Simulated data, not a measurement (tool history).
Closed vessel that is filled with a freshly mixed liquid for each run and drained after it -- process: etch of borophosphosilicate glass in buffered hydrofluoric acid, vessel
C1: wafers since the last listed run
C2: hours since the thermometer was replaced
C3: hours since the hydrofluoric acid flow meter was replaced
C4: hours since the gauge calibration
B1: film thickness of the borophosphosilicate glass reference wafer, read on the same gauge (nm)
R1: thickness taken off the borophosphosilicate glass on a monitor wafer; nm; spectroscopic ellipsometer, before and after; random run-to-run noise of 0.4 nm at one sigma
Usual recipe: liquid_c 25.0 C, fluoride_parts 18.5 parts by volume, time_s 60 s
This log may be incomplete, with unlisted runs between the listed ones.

Run 1, hour 0.0: usual settings but fluoride_parts 23.0 parts by volume, time_s 75 s; C1 0; C2 2023.2; C3 667.8; C4 474.0; B1 50.00. Result: R1 52.13 nm.
Run 2, hour 65.0: usual settings but liquid_c 22.0 C, time_s 80 s; C1 8487; C2 2088.2; C3 732.8; C4 539.0; B1 50.01. Result: R1 58.06 nm.
Run 3, hour 136.5: usual settings but liquid_c 22.0 C, time_s 80 s; C1 9336; C2 2159.7; C3 804.3; C4 610.5; B1 50.00. Result: R1 57.42 nm.
At hour 142.1: hydrofluoric acid flow meter replaced.
Run 4, hour 198.2: usual settings but fluoride_parts 15.0 parts by volume; C1 7926; C2 2221.4; C3 56.1; C4 672.2; B1 50.00. Result: R1 57.27 nm.
Run 5, hour 281.9: usual settings; C1 10929; C2 2305.1; C3 139.8; C4 755.9; B1 50.00. Result: R1 46.93 nm.
Run 6, hour 369.1: usual settings; C1 11386; C2 2392.3; C3 227.0; C4 843.1; B1 49.98. Result: R1 47.33 nm.
Run 7, hour 431.8: usual settings; C1 8187; C2 2455.0; C3 289.7; C4 905.8; B1 50.02. Result: R1 48.84 nm.
Run 8, hour 515.9: usual settings; C1 10981; C2 2539.1; C3 373.8; C4 989.9; B1 50.01. Result: R1 47.88 nm.
At hour 541.8: thermometer replaced.
Run 9, hour 610.1: usual settings but liquid_c 28.0 C; C1 12169; C2 68.3; C3 468.0; C4 1084.1; B1 50.01. Result: R1 57.33 nm.
Run 10, hour 716.8: usual settings but liquid_c 28.0 C; C1 13932; C2 175.0; C3 574.7; C4 1190.8; B1 50.03. Result: R1 58.17 nm.
Run 11, hour 793.9: usual settings but liquid_c 27.0 C, fluoride_parts 12.5 parts by volume, time_s 75 s; C1 10067; C2 252.1; C3 651.8; C4 1267.9; B1 49.99. Result: R1 100.67 nm.
At hour 827.6: gauge calibrated.
Run 12, hour 861.2: usual settings but fluoride_parts 25.5 parts by volume; C1 8787; C2 319.4; C3 719.1; C4 33.6; B1 49.99. Result: R1 38.37 nm.
Run 13, hour 903.5: usual settings but time_s 40 s; C1 5523; C2 361.7; C3 761.4; C4 75.9; B1 49.99. Result: R1 34.58 nm.
At hour 968.0: hydrofluoric acid flow meter replaced.
Run 14, hour 975.4: usual settings but fluoride_parts 22.5 parts by volume; C1 9258; C2 433.6; C3 7.4; C4 147.8; B1 50.00. Result: R1 39.92 nm.
Run 15, hour 1016.4: usual settings but liquid_c 20.0 C, time_s 35 s; C1 5353; C2 474.6; C3 48.4; C4 188.8; B1 49.98. Result: R1 20.55 nm.
Run 16, hour 1057.5: usual settings but liquid_c 28.5 C, time_s 30 s; C1 5366; C2 515.7; C3 89.5; C4 229.9; B1 49.99. Result: R1 28.53 nm.
Run 17, hour 1148.1: usual settings but liquid_c 30.0 C, fluoride_parts 12.5 parts by volume, time_s 70 s; C1 11830; C2 606.3; C3 180.1; C4 320.5; B1 50.03. Result: R1 107.94 nm.
Run 18, hour 1188.8: usual settings but fluoride_parts 23.0 parts by volume, time_s 70 s; C1 5314; C2 647.0; C3 220.8; C4 361.2; B1 49.98. Result: R1 46.18 nm.
Run 19, hour 1239.7: usual settings; C1 6646; C2 697.9; C3 271.7; C4 412.1; B1 50.01. Result: R1 47.68 nm.
Run 20, hour 1292.3: usual settings but time_s 40 s; C1 6868; C2 750.5; C3 324.3; C4 464.7; B1 50.01. Result: R1 32.23 nm.

Alternative continuations, all from the tool just after run 20; predict every row:
Run A, hour 1293.0: usual settings but liquid_c 20.0 C; C1 91; C2 751.2; C3 325.0; C4 465.4; B1 ?. Result: R1 ?.
Run B, hour 1293.0: usual settings but liquid_c 27.0 C; C1 91; C2 751.2; C3 325.0; C4 465.4; B1 ?. Result: R1 ?.
Run C, hour 1293.0: usual settings but fluoride_parts 12.5 parts by volume; C1 91; C2 751.2; C3 325.0; C4 465.4; B1 ?. Result: R1 ?.
Run D, hour 1293.0: usual settings but fluoride_parts 13.5 parts by volume; C1 91; C2 751.2; C3 325.0; C4 465.4; B1 ?. Result: R1 ?.

run     B1     R1
  A  50.00  36.69
  B  50.00  53.66
  C  50.00  70.96
  D  50.00  65.79
What these runs would have given with no unlogged condition in the tool:
run     R1
  A  34.86
  B  50.99
  C  67.45
  D  62.53
